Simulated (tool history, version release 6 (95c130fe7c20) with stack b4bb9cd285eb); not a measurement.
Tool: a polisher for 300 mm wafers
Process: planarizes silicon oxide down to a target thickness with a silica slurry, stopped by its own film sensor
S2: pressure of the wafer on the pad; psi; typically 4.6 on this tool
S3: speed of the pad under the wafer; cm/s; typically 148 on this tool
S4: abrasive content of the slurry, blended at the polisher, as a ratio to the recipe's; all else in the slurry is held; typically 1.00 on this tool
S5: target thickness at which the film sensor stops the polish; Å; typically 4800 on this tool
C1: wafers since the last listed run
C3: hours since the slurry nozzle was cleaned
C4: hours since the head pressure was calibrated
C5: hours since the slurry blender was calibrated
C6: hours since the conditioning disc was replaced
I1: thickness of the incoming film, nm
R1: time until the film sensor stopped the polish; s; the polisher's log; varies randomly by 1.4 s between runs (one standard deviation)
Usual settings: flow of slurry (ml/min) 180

Run 1, hour 0.0: usual settings but S2 5.6 psi; C1 0; wafers polished on this pad 4525; C3 131.7; C4 340.6; C5 464.5; C6 462.5; I1 854.9. Result: R1 87.4 s.
At hour 31.8: conditioning disc replaced and pad reconditioned.
At hour 44.4: slurry blender recalibrated.
Run 2, hour 44.9: usual settings but S2 5.6 psi; C1 505; wafers polished on this pad 5030; C3 176.6; C4 385.5; C5 0.5; C6 13.1; I1 859.2. Result: R1 81.0 s.
Run 3, hour 107.5: usual settings but S2 3.9 psi, S3 130 cm/s; C1 773; wafers polished on this pad 5804; C3 239.2; C4 448.1; C5 63.1; C6 75.7; I1 867.5. Result: R1 137.3 s.
At hour 197.4: head pressure recalibrated.
Run 4, hour 197.9: usual settings; C1 1091; wafers polished on this pad 6895; C3 329.6; C4 0.5; C5 153.5; C6 166.1; I1 861.0. Result: R1 94.3 s.
Run 5, hour 244.3: usual settings; C1 573; wafers polished on this pad 7468; C3 376.0; C4 46.9; C5 199.9; C6 212.5; I1 878.2. Result: R1 103.7 s.
At hour 248.7: worn pad replaced by a new one.
Run 6, hour 462.7: usual settings; C1 2647; wafers polished on this pad 2642; C3 594.4; C4 265.3; C5 418.3; C6 430.9; I1 869.7. Result: R1 108.8 s.
At hour 484.3: slurry nozzle cleaned.
At hour 528.5: conditioning disc replaced and pad reconditioned.
Run 7, hour 568.4: usual settings but flow of slurry (ml/min) 115, S2 5.5 psi; C1 1268; wafers polished on this pad 3910; C3 84.1; C4 371.0; C5 524.0; C6 39.9; I1 851.5. Result: R1 93.5 s.
At hour 626.1: slurry blender recalibrated.
Run 8, hour 646.0: usual settings; C1 933; wafers polished on this pad 4844; C3 161.7; C4 448.6; C5 19.9; C6 117.5; I1 859.5. Result: R1 106.0 s.
Run 9, hour 699.7: usual settings but S3 178 cm/s, S4 1.15; C1 663; wafers polished on this pad 5507; C3 215.4; C4 502.3; C5 73.6; C6 171.2; I1 850.1. Result: R1 86.6 s.
At hour 753.8: head pressure recalibrated.
Run 10, hour 797.3: usual settings but S2 5.7 psi; C1 1180; wafers polished on this pad 6688; C3 313.0; C4 43.5; C5 171.2; C6 268.8; I1 863.9. Result: R1 81.6 s.
At hour 845.8: worn pad replaced by a new one.
Run 11, hour 846.3: usual settings but S4 0.90, S5 5510 Å; C1 555; wafers polished on this pad 6; C3 362.0; C4 92.5; C5 220.2; C6 317.8; I1 861.0. Result: R1 84.0 s.
Run 12, hour 883.8: usual settings but S2 3.0 psi, S5 3680 Å; C1 463; wafers polished on this pad 469; C3 399.5; C4 130.0; C5 257.7; C6 355.3; I1 850.7. Result: R1 190.0 s.
Run 13, hour 967.2: usual settings; C1 1029; wafers polished on this pad 1499; C3 482.9; C4 213.4; C5 341.1; C6 438.7; I1 855.6. Result: R1 102.1 s.
Run 14, hour 1019.1: usual settings but S4 1.25, S5 5990 Å; C1 640; wafers polished on this pad 2140; C3 534.8; C4 265.3; C5 393.0; C6 490.6; I1 876.3. Result: R1 69.0 s.
At hour 1041.1: conditioning disc replaced and pad reconditioned.
Run 15, hour 1090.0: usual settings but S5 3860 Å; C1 850; wafers polished on this pad 2991; C3 605.7; C4 336.2; C5 463.9; C6 48.9; I1 842.7. Result: R1 119.3 s.
At hour 1095.6: slurry blender recalibrated.
At hour 1130.5: slurry nozzle cleaned.
Run 16, hour 1184.8: usual settings; C1 1133; wafers polished on this pad 4125; C3 54.3; C4 431.0; C5 89.2; C6 143.7; I1 859.3. Result: R1 100.5 s.
Run 17, hour 1229.4: usual settings but S5 4180 Å; C1 550; wafers polished on this pad 4675; C3 98.9; C4 475.6; C5 133.8; C6 188.3; I1 857.3. Result: R1 118.4 s.
Run 18, hour 1333.8: usual settings; C1 1289; wafers polished on this pad 5965; C3 203.3; C4 580.0; C5 238.2; C6 292.7; I1 867.6. Result: R1 113.3 s.
At hour 1346.9: worn pad replaced by a new one.
At hour 1351.1: head pressure recalibrated.
Run 19, hour 1403.7: usual settings but flow of slurry (ml/min) 125, S3 124 cm/s; C1 789; wafers polished on this pad 676; C3 273.2; C4 52.6; C5 308.1; C6 362.6; I1 863.5. Result: R1 123.6 s.

Run 20 comes next. What will it give?
Run 20, hour 1476.8: usual settings but S2 3.5 psi, S3 114 cm/s; C1 902; wafers polished on this pad 1579; C3 346.3; C4 125.7; C5 381.2; C6 435.7; I1 868.5. Result: R1 ?.

{"run 20": {"R1": 163.2}}
Were there no unlogged condition in the tool, this run, its random variation unchanged, would have produced R1 150.5 s.

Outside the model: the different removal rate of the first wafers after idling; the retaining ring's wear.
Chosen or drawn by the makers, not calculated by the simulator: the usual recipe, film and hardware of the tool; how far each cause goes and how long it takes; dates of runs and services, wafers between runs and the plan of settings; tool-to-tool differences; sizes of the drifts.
